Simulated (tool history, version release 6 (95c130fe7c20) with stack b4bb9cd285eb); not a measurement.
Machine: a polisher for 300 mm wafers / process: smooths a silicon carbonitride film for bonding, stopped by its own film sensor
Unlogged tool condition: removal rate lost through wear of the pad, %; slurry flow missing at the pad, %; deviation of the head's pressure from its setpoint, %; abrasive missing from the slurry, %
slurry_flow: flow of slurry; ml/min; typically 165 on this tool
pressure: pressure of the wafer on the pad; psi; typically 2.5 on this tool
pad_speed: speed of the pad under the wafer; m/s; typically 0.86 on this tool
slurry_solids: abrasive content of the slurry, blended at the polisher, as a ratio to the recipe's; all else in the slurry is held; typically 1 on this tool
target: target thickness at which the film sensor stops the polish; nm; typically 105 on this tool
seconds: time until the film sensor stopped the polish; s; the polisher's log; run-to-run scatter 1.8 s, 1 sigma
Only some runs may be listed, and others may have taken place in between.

run   hour  slurry_flow  pressure  pad_speed  slurry_solids  target  wafers since the last listed run  wafers polished on this pad  hours since the slurry nozzle was cleaned  hours since the head pressure was calibrated  hours since the slurry blender was calibrated  incoming thickness of the incoming film, nm  seconds
  1      0          165       2.5       0.86              1     105                                 0                         1133                                      198.8                                         366.9                                             27                                        131.9    120.1
  2   25.1          165       2.5       0.86              1     105                               249                         1383                                      223.9                                           392                                           52.1                                        129.7    112.6
  3   51.3          165       2.5       0.68              1     105                               260                         1643                                      250.1                                         418.2                                           78.3                                        132.5    149.6
  4     72          200       2.5       1.06              1     105                               205                         1848                                      270.8                                         438.9                                             99                                          131    102.4
  5  100.6          200       2.5       1.06              1     105                               284                         2132                                      299.4                                         467.5                                          127.6                                        130.3     98.8
  6  131.1          165       2.5       0.86              1     110                               302                         2435                                      329.9                                           498                                          158.1                                        130.6     99.9
     140.9  -- worn pad replaced by a new one
  7  147.7          165       2.1       0.86              1     105                               125                           67                                      346.5                                         514.6                                          174.7                                        128.3      131
  8    161          165       2.1       0.86              1     105                               132                          199                                      359.8                                         527.9                                            188                                        130.4    145.4
  9  234.2          195       2.1       0.86            1.1     105                               726                          926                                        433                                         601.1                                          261.2                                        129.4    133.2
     252.3  -- slurry nozzle cleaned
 10  261.7          165       2.1       0.86              1     105                               263                         1189                                        9.4                                         628.6                                          288.7                                        131.5    151.8
 11  295.6          165       1.9       0.86            0.9     105                               336                         1526                                       43.3                                         662.5                                          322.6                                        128.5    153.1
 12  345.6          110       2.5       0.98            1.1     101                               496                         2022                                       93.3                                         712.5                                          372.6                                        131.6      143
 13  361.9          215       2.5        0.6              1     105                               161                         2184                                      109.6                                         728.8                                          388.9                                        129.4    155.1
 14  376.3          165       2.5       0.86           0.85     105                               143                         2327                                        124                                         743.2                                          403.3                                        131.1    132.1
     391.9  -- worn pad replaced by a new one, of another model than before
     397.6  -- slurry blender recalibrated
 15  398.1          165       2.5       0.86           0.85      96                               156                           42                                      145.8                                           765                                            0.5                                        128.7    156.6
 16  444.1          150       2.5       0.86           1.25     105                               456                          498                                      191.8                                           811                                           46.5                                          130    109.8
 17  473.7          150       2.5       0.72            0.9     105                               293                          792                                      221.4                                         840.6                                           76.1                                        128.4    123.4
 18  507.5          165       2.8       0.78            1.2     110                               335                         1128                                      255.2                                         874.4                                          109.9                                        130.5     91.6
 19  523.9          165         3       0.86           0.75     101                               162                         1291                                      271.6                                         890.8                                          126.3                                        129.4    124.8
 20  558.3          165       2.5        0.7              1     112                               341                         1633                                        306                                         925.2                                          160.7                                        129.4     92.1
     592.6  -- head pressure recalibrated
 21  597.2          125       2.5       0.86              1     105                               366                         1999                                      344.9                                           4.6                                          199.6                                        129.7      122
 22  616.3          165       2.5       0.86              1     105                               189                         2189                                        364                                          23.7                                          218.7                                        130.3      120
     630.5  -- worn pad replaced by a new one
 23  651.7          165       2.5       0.86              1     105                               311                          210                                      399.4                                          59.1                                          254.1                                        128.7    112.4
 24  665.2          110       1.9       0.76              1     105                               134                          344                                      412.9                                          72.6                                          267.6                                        129.2    150.4
 25  696.2          165       3.1       1.16           0.85     105                               307                          652                                      443.9                                         103.6                                          298.6                                        131.8    103.3
     722.7  -- slurry nozzle cleaned
 26  729.1          165         3       0.86           0.75     101                               316                          969                                        6.4                                         136.5                                          331.5                                        127.6    120.6
 27  751.6          165       1.8       0.74            1.1     113                               223                         1192                                       28.9                                           159                                            354                                          128     97.2
 28  786.5          165       2.5       0.86              1     105                               346                         1539                                       63.8                                         193.9                                          388.9                                        128.7    116.9
 29    808          165         2       0.86              1     105                               213                         1752                                       85.3                                         215.4                                          410.4                                        130.6      148
       831  -- worn pad replaced by a new one
 30  843.8          165       2.2       0.86              1      98                               315                          126                                      121.1                                         251.2                                          446.2                                        128.3    163.7

Pick out some run-to-run changes in seconds. Of each, how much would a tool without hidden state show as well, from the settings, what came in and chance, and how much is left for the hidden state and any gauge scatter not in both results compared?
Run 3 -> 4: slurry_flow 165 -> 200, pad_speed 0.68 -> 1.06. seconds -47.2 s: hidden state -1, all else -46.2.
Run 14 -> 15: target 105 -> 96, worn pad replaced by a new one, of another model than before, slurry blender recalibrated. seconds +24.5 s: hidden state -11.8, all else +36.3.
Run 15 -> 16: slurry_flow 165 -> 150, slurry_solids 0.85 -> 1.25, target 96 -> 105. seconds -46.8 s: hidden state +2.3, all else -49.1.
Run 23 -> 24: slurry_flow 165 -> 110, pressure 2.5 -> 1.9, pad_speed 0.86 -> 0.76. seconds +38 s: hidden state +3.5, all else +34.5.
Run 24 -> 25: slurry_flow 110 -> 165, pressure 1.9 -> 3.1, pad_speed 0.76 -> 1.16, slurry_solids 1 -> 0.85. seconds -47.1 s: hidden state -3.4, all else -43.7.
